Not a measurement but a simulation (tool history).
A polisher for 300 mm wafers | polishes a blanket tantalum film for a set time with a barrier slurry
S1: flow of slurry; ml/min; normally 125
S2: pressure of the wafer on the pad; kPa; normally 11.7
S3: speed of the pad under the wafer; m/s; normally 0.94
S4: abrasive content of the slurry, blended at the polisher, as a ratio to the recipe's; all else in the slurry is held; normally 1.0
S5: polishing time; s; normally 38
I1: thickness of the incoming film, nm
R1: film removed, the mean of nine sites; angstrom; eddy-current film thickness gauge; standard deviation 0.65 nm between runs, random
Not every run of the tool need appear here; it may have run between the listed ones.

Run 1, day 0.000: usual settings; I1 281.9. Result: R1 547 angstrom.
Run 2, day 0.762: usual settings; I1 281.3. Result: R1 543 angstrom.
Run 3, day 2.208: usual settings but S1 95 ml/min; I1 279.1. Result: R1 550 angstrom.
Run 4, day 5.067: usual settings but S5 32 s; I1 275.5. Result: R1 476 angstrom.
Run 5, day 5.692: usual settings but S3 1.10 m/s; I1 284.5. Result: R1 663 angstrom.
Run 6, day 7.062: usual settings but S3 1.10 m/s; I1 281.1. Result: R1 659 angstrom.
Run 7, day 7.604: usual settings but S3 1.10 m/s; I1 278.4. Result: R1 673 angstrom.
At day 8.100: worn pad replaced by a new one.
Run 8, day 8.742: usual settings but S2 14.5 kPa; I1 277.5. Result: R1 654 angstrom.
At day 9.129: slurry blender recalibrated.
Run 9, day 10.008: usual settings but S2 14.5 kPa; I1 283.7. Result: R1 652 angstrom.
At day 10.596: head pressure recalibrated.
Run 10, day 11.317: usual settings but S2 10.3 kPa, S3 0.62 m/s, S5 25 s; I1 276.1. Result: R1 216 angstrom.
Run 11, day 12.542: usual settings but S1 105 ml/min, S5 26 s; I1 277.9. Result: R1 375 angstrom.
Run 12, day 13.883: usual settings but S4 1.3; I1 281.1. Result: R1 572 angstrom.
Run 13, day 14.388: usual settings; I1 283.2. Result: R1 542 angstrom.
Run 14, day 15.192: usual settings but S2 9.0 kPa, S4 1.2; I1 278.3. Result: R1 489 angstrom.
Run 15, day 16.608: usual settings but S2 13.1 kPa, S3 0.80 m/s; I1 283.1. Result: R1 497 angstrom.
At day 17.192: worn pad replaced by a new one.
Run 16, day 17.750: usual settings; I1 282.4. Result: R1 554 angstrom.
At day 17.875: slurry nozzle cleaned.
Run 17, day 18.533: usual settings but S3 0.72 m/s, S5 48 s; I1 282.0. Result: R1 541 angstrom.
Run 18, day 19.154: usual settings; I1 280.4. Result: R1 550 angstrom.
Run 19, day 20.125: usual settings but S1 140 ml/min; I1 279.5. Result: R1 556 angstrom.
Run 20, day 20.788: usual settings; I1 285.1. Result: R1 552 angstrom.
Run 21, day 21.608: usual settings; I1 281.7. Result: R1 550 angstrom.
Run 22, day 22.150: usual settings; I1 279.6. Result: R1 557 angstrom.
Run 23, day 22.846: usual settings but S1 110 ml/min, S4 0.8; I1 279.7. Result: R1 505 angstrom.
Run 24, day 24.083: usual settings but S1 110 ml/min; I1 280.3. Result: R1 537 angstrom.
At day 24.479: slurry blender recalibrated.
Run 25, day 25.058: usual settings; I1 278.6. Result: R1 551 angstrom.
Run 26, day 26.496: usual settings but S1 140 ml/min, S5 44 s; I1 281.4. Result: R1 656 angstrom.
At day 26.888: worn pad replaced by a new one.
Run 27, day 27.804: usual settings but S1 85 ml/min; I1 281.9. Result: R1 540 angstrom.
Run 28, day 28.629: usual settings but S1 85 ml/min, S4 1.2, S5 45 s; I1 280.7. Result: R1 687 angstrom.
Run 29, day 29.262: usual settings but S2 10.3 kPa, S5 44 s; I1 282.7. Result: R1 609 angstrom.
Run 30, day 30.708: usual settings; I1 275.0. Result: R1 548 angstrom.

Each row is a separate what-if for the run after 30, all from the same tool condition, not one after another. Results?
Run A, day 30.725: usual settings; I1 279.7. Result: R1 ?.
Run B, day 30.725: usual settings but S4 1.2, S5 29 s; I1 279.7. Result: R1 ?.
Run C, day 30.725: usual settings but S3 0.84 m/s, S5 47 s; I1 279.7. Result: R1 ?.
Run D, day 30.725: usual settings but S1 105 ml/min; I1 279.7. Result: R1 ?.

run   R1
  A  555
  B  442
  C  614
  D  548
The same runs, with their run-to-run variation unchanged, on a tool lacking any hidden condition would have given:
run   R1
  A  531
  B  423
  C  587
  D  524
